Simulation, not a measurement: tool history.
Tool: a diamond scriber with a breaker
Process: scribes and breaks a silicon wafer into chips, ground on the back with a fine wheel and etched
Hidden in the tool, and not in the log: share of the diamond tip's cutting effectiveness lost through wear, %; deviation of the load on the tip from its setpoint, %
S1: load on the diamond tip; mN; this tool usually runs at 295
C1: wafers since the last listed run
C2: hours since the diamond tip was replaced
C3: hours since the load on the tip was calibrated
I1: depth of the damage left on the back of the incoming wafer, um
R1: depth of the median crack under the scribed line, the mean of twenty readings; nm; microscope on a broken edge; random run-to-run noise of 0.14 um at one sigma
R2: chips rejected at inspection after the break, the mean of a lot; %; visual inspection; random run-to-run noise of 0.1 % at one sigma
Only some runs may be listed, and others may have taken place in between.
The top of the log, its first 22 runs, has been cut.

| run | day | S1 | C1 | C2 | C3 | I1 | R1 | R2 |
|---|---|---|---|---|---|---|---|---|
|  | 89.75 | diamond tip replaced by a new one |
| 23 | 89.8 | 321 | 97 | 1.2 | 257.3 | 0.78 | 12650 | 1.58 |
| 24 | 92.512 | 234 | 85 | 66.3 | 322.4 | 0.38 | 10010 | 6.1 |
| 25 | 96.767 | 254 | 133 | 168.4 | 424.5 | 0.42 | 10240 | 5.11 |
| 26 | 99.108 | 349 | 73 | 224.6 | 480.7 | 0.6 | 12220 | 1.84 |
| 27 | 100.621 | 324 | 47 | 260.9 | 517 | 0.67 | 11780 | 1.91 |
| 28 | 102.958 | 340 | 73 | 317 | 573.1 | 0.52 | 11830 | 1.7 |
| 29 | 104.533 | 207 | 49 | 354.8 | 610.9 | 0.56 | 8640 | 13.76 |
|  | 108.55 | load on the tip recalibrated |
| 30 | 108.729 | 213 | 129 | 455.5 | 4.3 | 0.63 | 8440 | 15.77 |
| 31 | 111.875 | 295 | 99 | 531 | 79.8 | 0.78 | 10660 | 3.92 |
| 32 | 115.092 | 270 | 101 | 608.2 | 157 | 0.49 | 10060 | 7.33 |
| 33 | 118.088 | 295 | 94 | 680.1 | 228.9 | 0.49 | 10400 | 4.66 |
| 34 | 121.179 | 381 | 97 | 754.3 | 303.1 | 0.51 | 12070 | 1.8 |
| 35 | 124.604 | 245 | 107 | 836.5 | 385.3 | 0.34 | 9440 | 13.07 |
| 36 | 128.242 | 295 | 114 | 923.8 | 472.6 | 0.46 | 10300 | 4.76 |
| 37 | 132.588 | 295 | 136 | 1028.1 | 576.9 | 0.75 | 10150 | 5.52 |
| 38 | 137.088 | 326 | 141 | 1136.1 | 684.9 | 0.74 | 10930 | 2.97 |
|  | 141.796 | diamond tip replaced by a new one |
|  | 143.508 | load on the tip recalibrated |
| 39 | 150.217 | 227 | 408 | 202.1 | 161 | 0.48 | 9600 | 8.52 |

What if the next run were any one of these 5? Each begins from the tool's condition after run 39:
| A | 150.246 | 295 | 0 | 202.8 | 161.7 | 0.46 | ? | ? |
| B | 150.246 | 215 | 0 | 202.8 | 161.7 | 0.46 | ? | ? |
| C | 150.246 | 334 | 0 | 202.8 | 161.7 | 0.46 | ? | ? |
| D | 150.246 | 371 | 0 | 202.8 | 161.7 | 0.46 | ? | ? |
| E | 150.246 | 214 | 0 | 202.8 | 161.7 | 0.46 | ? | ? |

| run | R1 | R2 |
|---|---|---|
| A | 11440 | 2.2 |
| B | 9360 | 10.6 |
| C | 12390 | 1.66 |
| D | 13260 | 2.51 |
| E | 9330 | 10.79 |
Stripped of hidden state, with their random variation kept, the same runs would have yielded:
| run | R1 | R2 |
|---|---|---|
| A | 12220 | 1.63 |
| B | 9990 | 6.83 |
| C | 13230 | 2.46 |
| D | 14160 | 4.45 |
| E | 9960 | 6.98 |

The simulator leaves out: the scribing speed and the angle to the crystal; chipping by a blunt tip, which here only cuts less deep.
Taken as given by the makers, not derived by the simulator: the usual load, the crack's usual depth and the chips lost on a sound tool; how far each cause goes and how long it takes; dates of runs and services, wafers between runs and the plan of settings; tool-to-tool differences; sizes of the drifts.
